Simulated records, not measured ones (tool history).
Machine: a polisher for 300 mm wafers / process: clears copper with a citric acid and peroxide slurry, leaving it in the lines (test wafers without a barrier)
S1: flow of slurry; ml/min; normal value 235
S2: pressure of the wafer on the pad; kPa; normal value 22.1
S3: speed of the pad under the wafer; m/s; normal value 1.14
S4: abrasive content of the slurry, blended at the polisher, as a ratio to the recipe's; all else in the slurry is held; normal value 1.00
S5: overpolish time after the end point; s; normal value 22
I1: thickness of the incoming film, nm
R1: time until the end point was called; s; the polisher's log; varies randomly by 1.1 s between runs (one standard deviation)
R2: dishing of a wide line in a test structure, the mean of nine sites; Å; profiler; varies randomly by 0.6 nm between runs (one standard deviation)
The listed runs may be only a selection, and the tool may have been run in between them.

run	hour	S1	S2	S3	S4	S5	I1	R1	R2
1	0.0	235	22.1	1.14	1.00	22	249.6	82.0	348
2	31.5	235	22.1	1.14	1.00	22	252.4	82.2	351
3	55.9	235	22.1	1.14	1.00	22	248.7	82.0	339
4	71.7	235	22.1	1.34	1.00	22	248.1	73.5	372
5	103.4	235	22.1	1.14	1.00	22	247.2	82.6	343
6	129.6	235	22.1	1.14	1.00	22	248.7	80.0	351
# hour 143.0: slurry blender recalibrated
7	157.9	235	22.1	1.14	1.00	22	252.4	83.2	340
# hour 179.4: worn pad replaced by a new one
8	188.0	235	22.1	1.14	1.00	22	245.9	81.7	343
9	203.1	275	22.1	1.14	1.00	22	251.5	82.0	355
10	225.2	235	22.1	1.14	1.00	22	249.9	83.3	346
11	258.3	235	22.1	1.14	1.00	22	248.7	82.8	350
12	283.4	235	22.1	1.14	1.00	22	250.0	85.7	344
13	314.2	235	22.1	0.84	1.00	22	250.5	104.0	304
# hour 328.9: head pressure recalibrated
14	329.4	235	22.1	1.38	1.10	22	245.9	70.7	381
# hour 344.5: slurry blender recalibrated
# hour 348.9: worn pad replaced by a new one
15	349.9	235	22.1	1.14	1.00	22	253.9	84.7	352
16	376.0	200	22.1	1.14	1.20	22	244.7	81.0	355
17	389.3	200	29.0	1.14	1.00	22	248.2	66.3	387
18	413.9	185	29.0	1.50	1.00	27	252.8	55.5	469
19	430.1	235	22.1	1.52	1.00	22	254.3	68.3	389
20	485.0	235	22.1	1.14	1.00	22	248.7	83.1	338
# hour 508.9: worn pad replaced by a new one
21	511.1	155	22.1	1.14	1.00	16	248.0	94.8	260
22	537.7	305	20.0	0.96	1.00	22	250.5	101.9	312
# hour 544.0: slurry nozzle cleaned
23	552.0	235	22.1	1.14	1.00	22	251.1	79.2	356
24	573.8	190	22.1	1.14	1.00	22	248.5	82.3	349
# hour 592.8: slurry blender recalibrated
25	652.0	235	22.1	1.48	1.00	22	251.4	67.6	388
# hour 676.1: worn pad replaced by a new one
26	678.8	235	22.1	1.14	1.00	11	249.8	78.4	217
27	704.8	235	22.1	1.14	1.00	22	251.6	82.1	340

Run-by-run hidden state of the tool:
removal rate lost through wear of the pad, %: 0 across all the runs
deviation of the head's pressure from its setpoint, %: 0 across all the runs
abrasive missing from the slurry, %: 0 across all the runs
H1: slurry flow missing at the pad, %
run	H1
1	28.5
2	29.7
3	30.5
4	31
5	31.9
6	32.5
7	33.2
8	33.8
9	34.1
10	34.5
11	35
12	35.3
13	35.7
14	35.9
15	36.2
16	36.4
17	36.5
18	36.8
19	36.9
20	37.3
21	37.4
22	37.6
23	6.88
24	9.57
25	17.6
26	19.9
27	21.9

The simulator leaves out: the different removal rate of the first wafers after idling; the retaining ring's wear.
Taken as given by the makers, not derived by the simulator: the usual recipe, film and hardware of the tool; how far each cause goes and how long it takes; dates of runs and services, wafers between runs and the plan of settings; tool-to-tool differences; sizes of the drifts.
